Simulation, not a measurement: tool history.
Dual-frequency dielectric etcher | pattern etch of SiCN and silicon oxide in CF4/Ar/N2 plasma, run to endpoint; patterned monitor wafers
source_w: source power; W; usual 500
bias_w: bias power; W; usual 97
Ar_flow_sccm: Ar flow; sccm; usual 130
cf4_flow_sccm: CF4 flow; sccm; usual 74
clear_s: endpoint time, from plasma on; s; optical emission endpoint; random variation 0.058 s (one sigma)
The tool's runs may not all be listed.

run   hour  source_w  bias_w  Ar_flow_sccm  cf4_flow_sccm  incoming incoming film thickness, nm  clear_s
  1    0.0       500      97           130             83                                 13.82     12.9
  2   25.8       500      97           130             83                                 13.96     13.0
  3   48.6       500      97           130             83                                 13.76     12.8
  4   73.8       500      88           142             74                                 13.77     14.0
  5   90.6       380      84           130             74                                 13.74     17.8
  6  121.6       500      87           120             74                                 13.89     13.8
  7  155.0       500      97           130             74                                 13.78     13.0
     185.2  -- CF4 flow controller replaced
  8  185.7       500      97           110             63                                 13.93     13.2
     214.5  -- Ar flow controller replaced
  9  219.5       500      97           130             74                                 13.79     12.8
 10  247.7       500      97           130             74                                 13.89     12.9
     266.5  -- source power generator calibrated
 11  267.0       500      77           130             58                                 13.59     15.5
 12  276.8       600      76           151             56                                 13.76     13.8
 13  311.8       500     109           116             74                                 13.71     11.7
 14  328.8       470      97           130             74                                 13.71     13.2
     354.2  -- upper electrode replaced
     355.3  -- wet clean of the chamber
 15  360.3       500     109           139             74                                 13.73     12.5
 16  379.1       500      97           130             74                                 13.88     13.4
 17  405.5       500      97           158             74                                 13.69     13.4
 18  433.1       500      97           130             74                                 13.85     13.1
 19  449.1       620      97           140             74                                 13.81     11.0
 20  476.2       570     107           130             74                                 13.88     11.1
 21  497.9       580      97           158             56                                 13.92     12.6
 22  533.6       500      77           119             74                                 13.66     14.6
 23  560.5       420     103           153             79                                 13.97     14.7
 24  577.5       500      97           144             64                                 13.84     13.5
 25  612.5       500     103           130             74                                 13.96     12.6

3 ways to go on from here, each from the tool as it stands after run 25. What would each give?
  A  612.9       500      97           130             74                                 13.81        ?
  B  612.9       560      97           130             74                                 13.81        ?
  C  612.9       500      97           130             61                                 13.81        ?

run  clear_s
  A     12.9
  B     11.8
  C     13.4
Without the tool's hidden state the same runs would have given:
run  clear_s
  A     13.3
  B     12.1
  C     13.8
